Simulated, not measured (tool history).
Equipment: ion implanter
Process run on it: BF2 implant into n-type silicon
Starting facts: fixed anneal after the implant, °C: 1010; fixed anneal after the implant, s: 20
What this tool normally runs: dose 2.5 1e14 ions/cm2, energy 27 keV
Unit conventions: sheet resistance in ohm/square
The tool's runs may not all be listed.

| run | hour | dose | energy | read-back reference wafer on the same gauge, sheet resistance | sheet resistance |
|---|---|---|---|---|---|
| 1 | 0 | 2.5 | 27 | 434.08 | 440.79 |
| 2 | 55.2 | 2.5 | 27 | 434.17 | 440.7 |
| 3 | 139.1 | 2.5 | 27 | 433.72 | 441.39 |
| 4 | 190 | 2.5 | 27 | 433.95 | 440.64 |
| 5 | 284.5 | 2.5 | 27 | 434.03 | 442.17 |
| 6 | 356.3 | 2.5 | 20.5 | 434.17 | 453.34 |
| 7 | 410.9 | 2.5 | 27 | 433.81 | 442.58 |
| 8 | 484.5 | 2.5 | 27 | 434.36 | 442.46 |
|  | 570.3 | gauge calibrated |
| 9 | 590.2 | 2.5 | 27 | 434.19 | 443.58 |
| 10 | 651.5 | 1.91 | 27 | 434.07 | 554.09 |
| 11 | 689.3 | 1.91 | 27 | 434.02 | 555.88 |
|  | 913.3 | Faraday cup replaced and dose calibrated |
| 12 | 922.5 | 1.91 | 27 | 433.96 | 550.05 |
| 13 | 971.2 | 2.5 | 29 | 434.2 | 436.51 |
| 14 | 1054 | 2.5 | 27 | 433.58 | 439.45 |
| 15 | 1099.2 | 2.5 | 27 | 433.95 | 439.57 |
|  | 1171.6 | extraction supply calibrated |
| 16 | 1203.3 | 2.5 | 27 | 434.28 | 438.38 |
| 17 | 1308.1 | 3.22 | 30 | 433.71 | 349.92 |
| 18 | 1420.6 | 2.5 | 27 | 434.13 | 438.26 |
| 19 | 1516.9 | 2.12 | 31.5 | 433.9 | 498.34 |
| 20 | 1703.5 | 2.5 | 22 | 433.81 | 447.83 |
| 21 | 1805.8 | 2.08 | 33.5 | 434.04 | 503.78 |
| 22 | 1847.1 | 1.82 | 34 | 434.25 | 560.99 |
| 23 | 1895.5 | 1.79 | 32.5 | 433.91 | 572 |
| 24 | 1934.7 | 2.73 | 36 | 433.81 | 399.66 |
|  | 1937.4 | gauge calibrated |
| 25 | 1985.2 | 2.17 | 35 | 433.95 | 484.64 |
| 26 | 2072 | 2.5 | 27 | 433.9 | 441.38 |
| 27 | 2121.9 | 2.77 | 27 | 434.15 | 404.75 |
| 28 | 2194.8 | 2.5 | 35.5 | 433.87 | 431.59 |
| 29 | 2238.2 | 2.5 | 27 | 434.14 | 442.97 |
| 30 | 2326.8 | 3.04 | 34 | 433.86 | 367.75 |
| 31 | 2402.4 | 2.22 | 21 | 434.01 | 500.26 |
| 32 | 2484.3 | 2.81 | 24.5 | 434 | 405.25 |

What was the tool's hidden state at every run in the log?
deviation of the true energy from its setpoint, %: 0, the same for each run
gauge reads high (%): 0, the same for each run
H1: deviation of the true dose from the Faraday cup's reading, %
| run | H1 |
|---|---|
| 1 | -0.539 |
| 2 | -0.583 |
| 3 | -0.656 |
| 4 | -0.704 |
| 5 | -0.802 |
| 6 | -0.882 |
| 7 | -0.947 |
| 8 | -1.04 |
| 9 | -1.18 |
| 10 | -1.27 |
| 11 | -1.33 |
| 12 | -0.0511 |
| 13 | -0.0529 |
| 14 | -0.0621 |
| 15 | -0.0703 |
| 16 | -0.0978 |
| 17 | -0.138 |
| 18 | -0.194 |
| 19 | -0.253 |
| 20 | -0.398 |
| 21 | -0.494 |
| 22 | -0.536 |
| 23 | -0.587 |
| 24 | -0.631 |
| 25 | -0.689 |
| 26 | -0.797 |
| 27 | -0.863 |
| 28 | -0.963 |
| 29 | -1.03 |
| 30 | -1.16 |
| 31 | -1.28 |
| 32 | -1.42 |

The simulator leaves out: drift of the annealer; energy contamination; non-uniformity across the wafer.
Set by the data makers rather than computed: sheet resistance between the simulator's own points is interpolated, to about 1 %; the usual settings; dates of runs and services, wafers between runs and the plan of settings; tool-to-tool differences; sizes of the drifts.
